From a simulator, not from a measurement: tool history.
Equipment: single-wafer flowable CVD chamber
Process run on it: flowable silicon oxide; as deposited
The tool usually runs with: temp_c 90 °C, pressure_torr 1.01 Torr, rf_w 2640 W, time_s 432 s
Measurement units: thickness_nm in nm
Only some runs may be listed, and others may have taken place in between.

run	hour	temp_c	pressure_torr	rf_w	time_s	wafers since the last listed run	hours since the last thermocouple change	hours since the last RF generator calibration	hours since the last manometer calibration	hours since the showerhead was replaced	hours since the gauge calibration	read-back reference wafer on the same gauge, thickness_nm	thickness_nm
1	0.0	86	1.01	2640	432	0	1580.2	302.4	1108.0	6972.9	315.2	531.494	558.728
2	39.5	86	1.01	2640	432	219	1619.7	341.9	1147.5	7012.4	354.7	532.031	559.966
3	80.5	90	1.01	2640	432	228	1660.7	382.9	1188.5	7053.4	395.7	532.217	489.014
4	140.2	90	1.01	2640	432	332	1720.4	442.6	1248.2	7113.1	455.4	533.626	486.549
5	199.5	90	1.01	2640	432	330	1779.7	501.9	1307.5	7172.4	514.7	532.353	491.906
6	235.5	90	1.01	2895	432	200	1815.7	537.9	1343.5	7208.4	550.7	531.471	487.933
7	297.5	90	1.01	2640	432	345	1877.7	599.9	1405.5	7270.4	612.7	531.399	487.348
# hour 300.9: gauge calibrated
8	333.4	90	1.01	2640	432	199	1913.6	635.8	1441.4	7306.3	32.5	531.052	487.641
9	398.8	90	1.01	2640	432	364	1979.0	701.2	1506.8	7371.7	97.9	532.059	487.178
# hour 432.3: RF generator calibrated
10	440.9	100	1.21	2640	432	189	2021.1	8.6	1548.9	7413.8	140.0	532.302	395.604
11	467.6	100	1.21	2640	432	148	2047.8	35.3	1575.6	7440.5	166.7	531.535	397.023

For run 12, what comes out?
# hour 475.7: showerhead replaced
# hour 500.8: capacitance manometer re-zeroed and calibrated
12	512.9	90	1.01	2640	432	163	2093.1	80.6	12.1	37.2	212.0	?	?

read-back reference wafer on the same gauge, thickness_nm: 533.176
thickness_nm: 474.829 nm
Without the tool's hidden state the same run would have given thickness_nm 500.765 nm.

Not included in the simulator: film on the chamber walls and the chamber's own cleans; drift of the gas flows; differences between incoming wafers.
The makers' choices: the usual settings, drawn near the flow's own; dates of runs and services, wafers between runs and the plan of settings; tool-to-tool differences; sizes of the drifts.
